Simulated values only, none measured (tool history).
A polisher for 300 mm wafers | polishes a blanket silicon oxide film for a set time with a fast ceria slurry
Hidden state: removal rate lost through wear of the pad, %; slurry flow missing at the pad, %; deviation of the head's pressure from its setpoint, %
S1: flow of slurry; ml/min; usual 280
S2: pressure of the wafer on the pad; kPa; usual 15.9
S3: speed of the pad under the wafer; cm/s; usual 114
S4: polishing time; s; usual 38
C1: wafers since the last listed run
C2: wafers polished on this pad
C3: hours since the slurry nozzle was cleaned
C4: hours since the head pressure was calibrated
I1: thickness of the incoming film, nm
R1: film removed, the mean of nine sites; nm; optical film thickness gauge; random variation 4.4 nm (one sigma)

Run 1, hour 0: usual settings; C1 0; C2 193; C3 219.9; C4 121.4; I1 1624.7. Result: R1 570.4 nm.
Run 2, hour 73.9: usual settings; C1 873; C2 1067; C3 293.8; C4 195.3; I1 1613.4. Result: R1 577 nm.
Run 3, hour 135.2: usual settings; C1 724; C2 1792; C3 355.1; C4 256.6; I1 1636.8. Result: R1 578.7 nm.
Run 4, hour 234.9: usual settings but S3 84 cm/s; C1 1179; C2 2971; C3 454.8; C4 356.3; I1 1609.3. Result: R1 440.3 nm.
Run 5, hour 280.1: usual settings but S3 84 cm/s; C1 534; C2 3506; C3 500; C4 401.5; I1 1592. Result: R1 441.6 nm.
Run 6, hour 379.2: usual settings; C1 1171; C2 4678; C3 599.1; C4 500.6; I1 1585. Result: R1 589.7 nm.
At hour 448.2: head pressure recalibrated.
Run 7, hour 462.7: usual settings; C1 963; C2 5641; C3 682.6; C4 14.5; I1 1609.8. Result: R1 570.8 nm.
At hour 562.4: worn pad replaced by a new one.
Run 8, hour 562.9: usual settings; C1 1137; C2 6; C3 782.8; C4 114.7; I1 1582.3. Result: R1 563.6 nm.
At hour 577.5: slurry nozzle cleaned.
Run 9, hour 638: usual settings; C1 876; C2 882; C3 60.5; C4 189.8; I1 1634.2. Result: R1 568.6 nm.
Run 10, hour 682.4: usual settings; C1 525; C2 1407; C3 104.9; C4 234.2; I1 1608.7. Result: R1 569.7 nm.
Run 11, hour 729: usual settings; C1 551; C2 1958; C3 151.5; C4 280.8; I1 1608.5. Result: R1 576.2 nm.
Run 12, hour 790: usual settings; C1 721; C2 2680; C3 212.5; C4 341.8; I1 1615.4. Result: R1 573 nm.
Run 13, hour 826.4: usual settings; C1 430; C2 3110; C3 248.9; C4 378.2; I1 1628.4. Result: R1 579.5 nm.
Run 14, hour 891.1: usual settings; C1 765; C2 3876; C3 313.6; C4 442.9; I1 1589.2. Result: R1 584.4 nm.
Run 15, hour 948.7: usual settings but S1 220 ml/min, S2 20 kPa; C1 681; C2 4557; C3 371.2; C4 500.5; I1 1604.7. Result: R1 711.9 nm.
Run 16, hour 1006.3: usual settings but S4 45 s; C1 681; C2 5238; C3 428.8; C4 558.1; I1 1585.7. Result: R1 690.7 nm.
At hour 1069.7: head pressure recalibrated.
Run 17, hour 1081.3: usual settings; C1 863; C2 6101; C3 503.8; C4 11.6; I1 1615.2. Result: R1 573.7 nm.
Run 18, hour 1134.5: usual settings but S1 320 ml/min, S3 82 cm/s; C1 629; C2 6730; C3 557; C4 64.8; I1 1603.2. Result: R1 435.1 nm.
At hour 1181.8: worn pad replaced by a new one.
Run 19, hour 1213.5: usual settings but S3 96 cm/s, S4 26 s; C1 886; C2 375; C3 636; C4 143.8; I1 1585.4. Result: R1 337.7 nm.
Run 20, hour 1265.6: usual settings but S2 20 kPa, S3 102 cm/s, S4 31 s; C1 616; C2 991; C3 688.1; C4 195.9; I1 1639.2. Result: R1 531.2 nm.
Run 21, hour 1317.8: usual settings but S1 180 ml/min, S3 76 cm/s; C1 617; C2 1608; C3 740.3; C4 248.1; I1 1618.3. Result: R1 392.2 nm.
Run 22, hour 1424.5: usual settings; C1 1261; C2 2870; C3 847; C4 354.8; I1 1643.3. Result: R1 579.7 nm.
At hour 1471: slurry nozzle cleaned.
Run 23, hour 1487: usual settings but S1 200 ml/min, S2 13.8 kPa, S4 44 s; C1 727; C2 3597; C3 16; C4 417.3; I1 1617.2. Result: R1 586.7 nm.
Run 24, hour 1555.6: usual settings but S2 11 kPa, S3 128 cm/s; C1 811; C2 4409; C3 84.6; C4 485.9; I1 1619. Result: R1 477.9 nm.
Run 25, hour 1647: usual settings but S1 340 ml/min, S2 13.8 kPa, S3 130 cm/s, S4 34 s; C1 1080; C2 5489; C3 176; C4 577.3; I1 1592.4. Result: R1 541.2 nm.
Run 26, hour 1685.5: usual settings but S2 13.1 kPa, S4 25 s; C1 455; C2 5945; C3 214.5; C4 615.8; I1 1616. Result: R1 330.8 nm.
Run 27, hour 1722.1: usual settings but S1 350 ml/min, S3 98 cm/s, S4 47 s; C1 432; C2 6378; C3 251.1; C4 652.4; I1 1600.4. Result: R1 664.1 nm.
At hour 1732.3: worn pad replaced by a new one.
At hour 1764.6: head pressure recalibrated.
Run 28, hour 1813.7: usual settings but S2 10.3 kPa, S4 49 s; C1 1012; C2 939; C3 342.7; C4 49.1; I1 1629.3. Result: R1 501.5 nm.
Run 29, hour 1883.7: usual settings; C1 827; C2 1766; C3 412.7; C4 119.1; I1 1617.5. Result: R1 570.6 nm.
Run 30, hour 1936.3: usual settings; C1 622; C2 2388; C3 465.3; C4 171.7; I1 1625.6. Result: R1 573.9 nm.
Run 31, hour 2030.2: usual settings but S1 195 ml/min, S4 26 s; C1 1110; C2 3499; C3 559.2; C4 265.6; I1 1632.5. Result: R1 379.4 nm.
Run 32, hour 2072.6: usual settings but S1 195 ml/min, S2 11.7 kPa, S3 88 cm/s, S4 32 s; C1 501; C2 4000; C3 601.6; C4 308; I1 1604.1. Result: R1 286.1 nm.
Run 33, hour 2118.1: usual settings but S1 215 ml/min, S2 20 kPa; C1 538; C2 4538; C3 647.1; C4 353.5; I1 1632.9. Result: R1 701.6 nm.
At hour 2196.1: slurry nozzle cleaned.
Run 34, hour 2224.5: usual settings but S1 350 ml/min, S3 98 cm/s, S4 47 s; C1 1246; C2 5785; C3 28.4; C4 459.9; I1 1590. Result: R1 639.7 nm.
At hour 2319.8: head pressure recalibrated.
At hour 2320.4: worn pad replaced by a new one.
Run 35, hour 2394: usual settings but S1 180 ml/min, S2 11.7 kPa, S3 144 cm/s, S4 51 s; C1 1972; C2 869; C3 197.9; C4 74.2; I1 1628.7. Result: R1 707.3 nm.
Run 36, hour 2489.3: usual settings; C1 1127; C2 1996; C3 293.2; C4 169.5; I1 1610.9. Result: R1 573.6 nm.
Run 37, hour 2563.4: usual settings but S1 240 ml/min, S2 17.9 kPa, S3 76 cm/s, S4 29 s; C1 876; C2 2873; C3 367.3; C4 243.6; I1 1620. Result: R1 343.7 nm.

The tool's hidden state at each run:
removal rate lost through wear of the pad, %: 0 in every run
slurry flow missing at the pad, %: 0 in every run
H1: deviation of the head's pressure from its setpoint, %
run       H1
  1     0.15
  2    0.377
  3    0.646
  4     1.24
  5     1.57
  6     2.44
  7  -0.0374
  8   0.0882
  9     0.31
 10    0.493
 11    0.725
 12     1.09
 13     1.35
 14     1.86
 15     2.39
 16     2.98
 17    0.639
 18    0.679
 19    0.839
 20     1.01
 21     1.24
 22     1.86
 23     2.33
 24     2.93
 25     3.87
 26     4.32
 27     4.77
 28   -0.339
 29   -0.225
 30   -0.077
 31    0.321
 32    0.557
 33    0.849
 34     1.69
 35   -0.237
 36  -0.0114
 37    0.286
